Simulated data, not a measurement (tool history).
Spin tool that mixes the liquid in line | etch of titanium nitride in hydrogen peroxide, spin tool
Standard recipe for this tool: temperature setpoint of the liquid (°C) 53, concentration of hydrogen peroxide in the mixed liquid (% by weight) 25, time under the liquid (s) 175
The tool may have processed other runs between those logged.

run   hour  temperature setpoint of the liquid (°C)  concentration of hydrogen peroxide in the mixed liquid (% by weight)  time under the liquid (s)  read-back film thickness of the titanium nitride reference wafer, read on the same gauge (nm)  thickness taken off the titanium nitride on a monitor wafer (Å)
  1      0                                       53                                                                    25                        115                                                                                            140                                                             53.3
  2     13                                       53                                                                    25                        175                                                                                         140.02                                                             81.4
  3   52.6                                       53                                                                    25                        175                                                                                         140.04                                                             80.5
  4   73.2                                       53                                                                    25                        175                                                                                         139.99                                                             79.9
  5   95.4                                       53                                                                    25                        175                                                                                            140                                                             80.8
  6  175.2                                       53                                                                    25                        175                                                                                         139.98                                                             79.6
  7  232.3                                       53                                                                    25                        175                                                                                         139.99                                                             78.5
  8  261.5                                       53                                                                    25                        175                                                                                         139.99                                                             78.5
  9  281.6                                       53                                                                    25                        175                                                                                         140.03                                                               97
 10  316.7                                       53                                                                    25                        175                                                                                         140.03                                                             96.6
 11    335                                       48                                                                    25                        175                                                                                         139.94                                                             65.9
 12  363.7                                       53                                                                    20                        255                                                                                         139.97                                                            131.4
 13  377.9                                     49.5                                                                    19                         75                                                                                         139.97                                                               30
 14  402.2                                       53                                                                    29                        175                                                                                         140.02                                                               97
 15  415.7                                       53                                                                    25                        175                                                                                         140.02                                                             94.7
 16  444.5                                       53                                                                    25                        175                                                                                         140.06                                                             93.5
 17  466.2                                     43.5                                                                    25                        175                                                                                         140.01                                                             47.1
 18  489.3                                       53                                                                    25                        140                                                                                         139.99                                                             75.4
 19  518.8                                       53                                                                    25                         70                                                                                            140                                                             37.6
 20  550.6                                       53                                                                    25                        175                                                                                         140.01                                                               94
 21  565.9                                       53                                                                    25                         75                                                                                            140                                                             40.1
 22  585.7                                       53                                                                    25                        175                                                                                            140                                                             92.7
 23  603.2                                     59.5                                                                    30                        135                                                                                         139.99                                                            117.9

Not shown: 5 entries that the log had between the listed runs. Between which runs, and how does the tool's hidden state differ before and after?
From run 8 to run 9: heated supply line repaired (hour 262.8)
  temperature lost on the way to the wafer (K): 3.7 -> 0.986
  measured value less the no-hidden-state value, thickness taken off the titanium nitride on a monitor wafer (Å): -23.8 -> -7.1
From run 9 to run 10: gauge calibrated (hour 311.3)
  temperature lost on the way to the wafer (K): 0.986 -> 1.02
  measured value less the no-hidden-state value, thickness taken off the titanium nitride on a monitor wafer (Å): -7.1 -> -7.2
From run 13 to run 14: thermometer replaced (hour 391.1)
  temperature lost on the way to the wafer (K): 1.09 -> 1.11
  measured value less the no-hidden-state value, thickness taken off the titanium nitride on a monitor wafer (Å): -2.5 -> -8
From run 14 to run 15: new drum of peroxide connected (hour 414.8)
  temperature lost on the way to the wafer (K): 1.11 -> 1.13
  measured value less the no-hidden-state value, thickness taken off the titanium nitride on a monitor wafer (Å): -8 -> -8
From run 17 to run 18: peroxide flow meter replaced (hour 476.3)
  temperature lost on the way to the wafer (K): 1.18 -> 1.21
  measured value less the no-hidden-state value, thickness taken off the titanium nitride on a monitor wafer (Å): -4.4 -> -6.8

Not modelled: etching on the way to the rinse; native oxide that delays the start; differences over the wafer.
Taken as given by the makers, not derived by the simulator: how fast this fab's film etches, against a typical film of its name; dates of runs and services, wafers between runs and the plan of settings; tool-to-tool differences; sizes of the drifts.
